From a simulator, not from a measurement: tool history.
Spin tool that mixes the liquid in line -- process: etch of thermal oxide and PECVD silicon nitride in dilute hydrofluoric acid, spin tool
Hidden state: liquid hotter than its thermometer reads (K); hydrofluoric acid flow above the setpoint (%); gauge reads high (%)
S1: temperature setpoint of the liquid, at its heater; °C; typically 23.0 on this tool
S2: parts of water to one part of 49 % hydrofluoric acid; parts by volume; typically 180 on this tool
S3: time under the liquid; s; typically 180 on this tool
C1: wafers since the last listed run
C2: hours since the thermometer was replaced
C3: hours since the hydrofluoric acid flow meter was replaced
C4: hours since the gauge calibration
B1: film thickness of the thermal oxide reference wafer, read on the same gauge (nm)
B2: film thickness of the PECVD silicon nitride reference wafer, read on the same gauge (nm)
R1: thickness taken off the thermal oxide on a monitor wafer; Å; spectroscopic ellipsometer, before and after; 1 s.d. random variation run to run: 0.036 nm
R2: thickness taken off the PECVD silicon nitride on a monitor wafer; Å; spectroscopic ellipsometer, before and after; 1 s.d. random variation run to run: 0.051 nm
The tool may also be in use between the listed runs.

run 1 hour=0.0 | S1=23.0 S2=180 S3=180 | C1=0 C2=658.2 C3=1801.1 C4=402.6 | B1=89.993 B2=90.06 | R1=44.31 R2=60.9
run 2 hour=23.0 | S1=23.0 S2=180 S3=180 | C1=138 C2=681.2 C3=1824.1 C4=425.6 | B1=89.997 B2=89.95 | R1=44.89 R2=59.4
run 3 hour=54.3 | S1=23.0 S2=180 S3=180 | C1=188 C2=712.5 C3=1855.4 C4=456.9 | B1=89.959 B2=89.97 | R1=44.60 R2=61.0
run 4 hour=81.3 | S1=23.0 S2=180 S3=180 | C1=162 C2=739.5 C3=1882.4 C4=483.9 | B1=89.966 B2=89.99 | R1=44.86 R2=60.3
run 5 hour=103.8 | S1=23.0 S2=180 S3=180 | C1=135 C2=762.0 C3=1904.9 C4=506.4 | B1=90.008 B2=90.00 | R1=45.16 R2=60.2
run 6 hour=130.4 | S1=23.0 S2=180 S3=115 | C1=160 C2=788.6 C3=1931.5 C4=533.0 | B1=89.964 B2=89.95 | R1=28.97 R2=39.1
-- hour=131.5 hydrofluoric acid flow meter replaced
run 7 hour=163.9 | S1=23.0 S2=180 S3=115 | C1=195 C2=822.1 C3=32.4 C4=566.5 | B1=89.970 B2=89.97 | R1=25.89 R2=35.8
run 8 hour=189.2 | S1=23.0 S2=180 S3=115 | C1=152 C2=847.4 C3=57.7 C4=591.8 | B1=89.997 B2=89.98 | R1=25.64 R2=35.8
-- hour=201.0 gauge calibrated
run 9 hour=205.2 | S1=23.0 S2=180 S3=260 | C1=96 C2=863.4 C3=73.7 C4=4.2 | B1=89.985 B2=90.02 | R1=59.37 R2=80.8
-- hour=225.4 thermometer replaced
run 10 hour=237.0 | S1=18.5 S2=265 S3=80 | C1=185 C2=11.6 C3=105.5 C4=36.0 | B1=89.934 B2=90.00 | R1=9.59 R2=12.8
run 11 hour=250.2 | S1=27.5 S2=110 S3=180 | C1=79 C2=24.8 C3=118.7 C4=49.2 | B1=90.055 B2=89.96 | R1=87.97 R2=123.6
run 12 hour=271.9 | S1=23.0 S2=180 S3=180 | C1=130 C2=46.5 C3=140.4 C4=70.9 | B1=90.012 B2=90.04 | R1=41.40 R2=56.0
run 13 hour=307.8 | S1=21.5 S2=180 S3=120 | C1=216 C2=82.4 C3=176.3 C4=106.8 | B1=90.031 B2=90.05 | R1=26.14 R2=33.8
run 14 hour=334.6 | S1=25.0 S2=215 S3=285 | C1=161 C2=109.2 C3=203.1 C4=133.6 | B1=89.981 B2=90.02 | R1=57.00 R2=86.2
run 15 hour=370.2 | S1=21.5 S2=180 S3=75 | C1=214 C2=144.8 C3=238.7 C4=169.2 | B1=89.996 B2=89.96 | R1=16.42 R2=21.4
run 16 hour=385.4 | S1=23.0 S2=180 S3=130 | C1=91 C2=160.0 C3=253.9 C4=184.4 | B1=89.996 B2=90.04 | R1=29.94 R2=39.9
run 17 hour=410.0 | S1=23.0 S2=180 S3=270 | C1=148 C2=184.6 C3=278.5 C4=209.0 | B1=89.980 B2=90.01 | R1=62.47 R2=85.8
run 18 hour=427.8 | S1=23.0 S2=205 S3=255 | C1=107 C2=202.4 C3=296.3 C4=226.8 | B1=90.055 B2=90.00 | R1=50.33 R2=69.4
run 19 hour=457.9 | S1=19.5 S2=150 S3=90 | C1=181 C2=232.5 C3=326.4 C4=256.9 | B1=90.039 B2=89.97 | R1=22.12 R2=26.8
run 20 hour=473.4 | S1=23.0 S2=180 S3=180 | C1=93 C2=248.0 C3=341.9 C4=272.4 | B1=90.060 B2=90.05 | R1=41.98 R2=57.7
run 21 hour=492.8 | S1=23.0 S2=180 S3=225 | C1=116 C2=267.4 C3=361.3 C4=291.8 | B1=90.048 B2=89.96 | R1=51.90 R2=70.5
run 22 hour=514.5 | S1=23.0 S2=180 S3=255 | C1=130 C2=289.1 C3=383.0 C4=313.5 | B1=90.029 B2=90.06 | R1=58.66 R2=80.0
run 23 hour=546.9 | S1=25.5 S2=215 S3=180 | C1=195 C2=321.5 C3=415.4 C4=345.9 | B1=89.975 B2=90.01 | R1=36.62 R2=55.6
run 24 hour=582.8 | S1=23.0 S2=180 S3=180 | C1=216 C2=357.4 C3=451.3 C4=381.8 | B1=90.043 B2=90.01 | R1=41.60 R2=57.6
run 25 hour=613.4 | S1=19.0 S2=125 S3=255 | C1=184 C2=388.0 C3=481.9 C4=412.4 | B1=90.047 B2=90.00 | R1=77.19 R2=88.2
run 26 hour=631.9 | S1=23.0 S2=245 S3=75 | C1=111 C2=406.5 C3=500.4 C4=430.9 | B1=89.991 B2=89.98 | R1=11.81 R2=17.5
run 27 hour=647.3 | S1=23.0 S2=180 S3=180 | C1=92 C2=421.9 C3=515.8 C4=446.3 | B1=90.054 B2=90.04 | R1=42.62 R2=57.4

Below are 3 alternative next runs, each starting from the tool's condition after run 27. Predict each:
run A hour=647.8 | S1=21.0 S2=180 S3=180 | C1=3 C2=422.4 C3=516.3 C4=446.8 | B1=? B2=? | R1=? R2=?
run B hour=647.8 | S1=18.0 S2=155 S3=140 | C1=3 C2=422.4 C3=516.3 C4=446.8 | B1=? B2=? | R1=? R2=?
run C hour=647.8 | S1=27.5 S2=255 S3=150 | C1=3 C2=422.4 C3=516.3 C4=446.8 | B1=? B2=? | R1=? R2=?

run=A B1=89.979 B2=89.95 R1=38.82 R2=50.3
run=B B1=89.979 B2=89.95 R1=31.88 R2=37.0
run=C B1=89.979 B2=89.95 R1=26.86 R2=44.7
Take away the tool's hidden state, keep each run's random variation, and the runs would have read:
run=A R1=36.46 R2=47.8
run=B R1=29.99 R2=35.2
run=C R1=25.10 R2=42.4

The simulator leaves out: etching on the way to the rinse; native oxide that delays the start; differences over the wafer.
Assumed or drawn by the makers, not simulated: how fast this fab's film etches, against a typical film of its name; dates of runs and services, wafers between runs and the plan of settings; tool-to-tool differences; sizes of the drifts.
